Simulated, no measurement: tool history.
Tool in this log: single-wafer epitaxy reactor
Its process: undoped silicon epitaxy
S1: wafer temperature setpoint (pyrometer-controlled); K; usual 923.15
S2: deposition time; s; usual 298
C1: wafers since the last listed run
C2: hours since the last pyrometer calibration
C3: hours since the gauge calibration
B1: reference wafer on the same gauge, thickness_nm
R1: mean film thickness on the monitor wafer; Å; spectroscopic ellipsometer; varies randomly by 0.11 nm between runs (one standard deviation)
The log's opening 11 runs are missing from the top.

run 12 hour=740.6 | S1=923.15 S2=298 | C1=391 C2=1128.3 C3=1335 | B1=53.072 | R1=482.62
run 13 hour=834.7 | S1=923.15 S2=298 | C1=597 C2=1222.4 C3=1429.1 | B1=52.882 | R1=479.08
run 14 hour=875.4 | S1=923.15 S2=278 | C1=258 C2=1263.1 C3=1469.8 | B1=52.851 | R1=448.51
run 15 hour=949.9 | S1=923.15 S2=278 | C1=473 C2=1337.6 C3=1544.3 | B1=52.731 | R1=447.65
-- hour=1003.8 gauge calibrated
run 16 hour=1035.7 | S1=923.15 S2=298 | C1=544 C2=1423.4 C3=31.9 | B1=53.881 | R1=487.48
run 17 hour=1083.4 | S1=923.15 S2=298 | C1=302 C2=1471.1 C3=79.6 | B1=53.914 | R1=488.69
run 18 hour=1169.5 | S1=908.15 S2=298 | C1=546 C2=1557.2 C3=165.7 | B1=53.899 | R1=364.98
run 19 hour=1277.1 | S1=923.15 S2=298 | C1=683 C2=1664.8 C3=273.3 | B1=53.848 | R1=488.87
run 20 hour=1341.9 | S1=930.15 S2=239 | C1=411 C2=1729.6 C3=338.1 | B1=53.848 | R1=445.66
run 21 hour=1429.6 | S1=923.15 S2=298 | C1=556 C2=1817.3 C3=425.8 | B1=53.817 | R1=487.37
run 22 hour=1672.8 | S1=923.15 S2=340 | C1=1544 C2=2060.5 C3=669 | B1=53.69 | R1=557.44
run 23 hour=1709.4 | S1=936.15 S2=356 | C1=232 C2=2097.1 C3=705.6 | B1=53.672 | R1=742.71
run 24 hour=1772.2 | S1=915.15 S2=332 | C1=398 C2=2159.9 C3=768.4 | B1=53.626 | R1=467.06
run 25 hour=1866.9 | S1=916.15 S2=273 | C1=601 C2=2254.6 C3=863.1 | B1=53.527 | R1=388.15
run 26 hour=1931.9 | S1=909.15 S2=345 | C1=412 C2=2319.6 C3=928.1 | B1=53.493 | R1=428.69
-- hour=1947.9 pyrometer calibrated
run 27 hour=1981.2 | S1=935.15 S2=328 | C1=262 C2=33.3 C3=977.4 | B1=53.439 | R1=668.91
run 28 hour=2049.2 | S1=914.15 S2=250 | C1=431 C2=101.3 C3=1045.4 | B1=53.347 | R1=341.55
run 29 hour=2128.7 | S1=929.15 S2=318 | C1=504 C2=180.8 C3=1124.9 | B1=53.282 | R1=579.96
run 30 hour=2218.5 | S1=923.15 S2=298 | C1=570 C2=270.6 C3=1214.7 | B1=53.177 | R1=483.71
-- hour=2293.7 gauge calibrated
run 31 hour=2333.7 | S1=923.15 S2=298 | C1=731 C2=385.8 C3=40 | B1=54.113 | R1=491.48
run 32 hour=2403.5 | S1=931.15 S2=255 | C1=443 C2=455.6 C3=109.8 | B1=54.105 | R1=488.53
run 33 hour=2540.5 | S1=927.15 S2=347 | C1=869 C2=592.6 C3=246.8 | B1=54.063 | R1=614.98

What if the next run were any one of these 4? Each begins from the tool's condition after run 33:
run A hour=2541 | S1=923.15 S2=298 | C1=3 C2=593.1 C3=247.3 | B1=? | R1=?
run B hour=2541 | S1=917.15 S2=239 | C1=3 C2=593.1 C3=247.3 | B1=? | R1=?
run C hour=2541 | S1=923.15 S2=273 | C1=3 C2=593.1 C3=247.3 | B1=? | R1=?
run D hour=2541 | S1=915.15 S2=320 | C1=3 C2=593.1 C3=247.3 | B1=? | R1=?

run=A B1=54.072 R1=491.27
run=B B1=54.072 R1=350.95
run=C B1=54.072 R1=450.05
run=D B1=54.072 R1=451.98
The same runs, with their run-to-run variation unchanged, on a tool lacking any hidden condition would have given:
run=A R1=490.49
run=B R1=350.4
run=C R1=449.34
run=D R1=451.27
